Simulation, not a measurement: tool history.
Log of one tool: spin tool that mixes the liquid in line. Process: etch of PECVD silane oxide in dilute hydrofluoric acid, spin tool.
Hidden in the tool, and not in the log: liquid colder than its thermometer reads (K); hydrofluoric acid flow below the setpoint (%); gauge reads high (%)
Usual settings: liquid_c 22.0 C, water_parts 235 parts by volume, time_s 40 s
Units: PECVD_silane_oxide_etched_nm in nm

run	hour	liquid_c	water_parts	time_s	wafers since the last listed run	hours since the thermometer was replaced	hours since the hydrofluoric acid flow meter was replaced	hours since the gauge calibration	read-back film thickness of the PECVD silane oxide reference wafer, read on the same gauge (nm)	PECVD_silane_oxide_etched_nm
1	0.0	22.0	235	40	0	770.0	1452.0	836.4	79.97	6.90
2	30.9	22.0	235	40	417	800.9	1482.9	867.3	79.97	6.93
3	91.3	22.0	235	40	815	861.3	1543.3	927.7	79.98	6.88
4	142.0	22.0	235	40	684	912.0	1594.0	978.4	79.95	6.86
5	177.9	22.0	235	40	484	947.9	1629.9	1014.3	80.04	6.91
6	210.0	22.0	235	40	433	980.0	1662.0	1046.4	79.99	6.90
7	272.7	22.0	235	40	846	1042.7	1724.7	1109.1	79.96	6.82
8	317.6	22.0	235	40	605	1087.6	1769.6	1154.0	79.98	6.78
9	355.9	22.0	235	40	516	1125.9	1807.9	1192.3	80.06	6.89
10	409.5	22.0	235	40	723	1179.5	1861.5	1245.9	79.96	6.83
11	436.9	22.0	235	40	369	1206.9	1888.9	1273.3	80.06	6.79
12	480.5	23.0	235	55	588	1250.5	1932.5	1316.9	80.00	9.69
13	509.0	23.0	235	55	384	1279.0	1961.0	1345.4	79.98	9.74
14	578.1	22.0	165	40	932	1348.1	2030.1	1414.5	80.00	10.42
15	632.6	22.0	165	40	735	1402.6	2084.6	1469.0	79.99	10.46
16	657.8	22.0	235	60	340	1427.8	2109.8	1494.2	79.98	10.08
17	720.5	22.0	355	40	846	1490.5	2172.5	1556.9	80.01	3.96
# hour 761.5: hydrofluoric acid flow meter replaced
# hour 767.7: thermometer replaced
18	786.6	26.0	190	55	865	18.9	25.1	1623.0	80.01	12.57
19	849.2	24.5	235	35	844	81.5	87.7	1685.6	80.03	5.81
20	906.3	22.0	235	65	770	138.6	144.8	1742.7	79.96	9.72
21	941.4	19.0	235	40	473	173.7	179.9	1777.8	79.97	5.37
22	990.3	22.0	270	20	659	222.6	228.8	1826.7	79.99	2.53
# hour 1008.3: hydrofluoric acid flow meter replaced, repeated, since the last time left the tool worse
23	1058.4	18.5	235	40	905	290.7	50.1	1894.8	79.96	6.47
# hour 1071.6: gauge calibrated
24	1174.3	22.0	235	30	1564	406.6	166.0	102.7	79.99	5.51
25	1243.5	22.0	235	40	933	475.8	235.2	171.9	79.96	7.36
26	1298.8	22.0	345	40	746	531.1	290.5	227.2	79.93	4.52
27	1347.9	22.0	235	40	662	580.2	339.6	276.3	80.05	7.32
28	1393.1	26.0	205	55	609	625.4	384.8	321.5	79.95	13.64
29	1459.6	22.0	235	40	897	691.9	451.3	388.0	79.96	7.36
30	1485.5	19.5	330	25	349	717.8	477.2	413.9	80.00	2.67
31	1519.4	22.0	235	40	457	751.7	511.1	447.8	80.00	7.18
32	1543.7	22.0	315	40	327	776.0	535.4	472.1	79.97	5.00
33	1609.1	22.0	115	40	882	841.4	600.8	537.5	80.00	16.80
34	1677.3	22.0	195	55	920	909.6	669.0	605.7	80.01	12.45

Hidden state at the last listed run before each entry between runs and at the first one after, where it differs:
Between runs 17 and 18: hydrofluoric acid flow meter replaced (hour 761.5); thermometer replaced (hour 767.7)
  hydrofluoric acid flow below the setpoint (%): 7.73 -> 14.8
  measured less the result without the state, PECVD_silane_oxide_etched_nm: -0.44 -> -2.75 nm
Between runs 22 and 23: hydrofluoric acid flow meter replaced, repeated, since the last time left the tool worse (hour 1008.3)
  hydrofluoric acid flow below the setpoint (%): 15.6 -> 0.231
  measured less the result without the state, PECVD_silane_oxide_etched_nm: -0.61 -> -0.02 nm
Between runs 23 and 24: gauge calibrated (hour 1071.6)
  hydrofluoric acid flow below the setpoint (%): 0.231 -> 0.632
  measured less the result without the state, PECVD_silane_oxide_etched_nm: -0.02 -> -0.05 nm
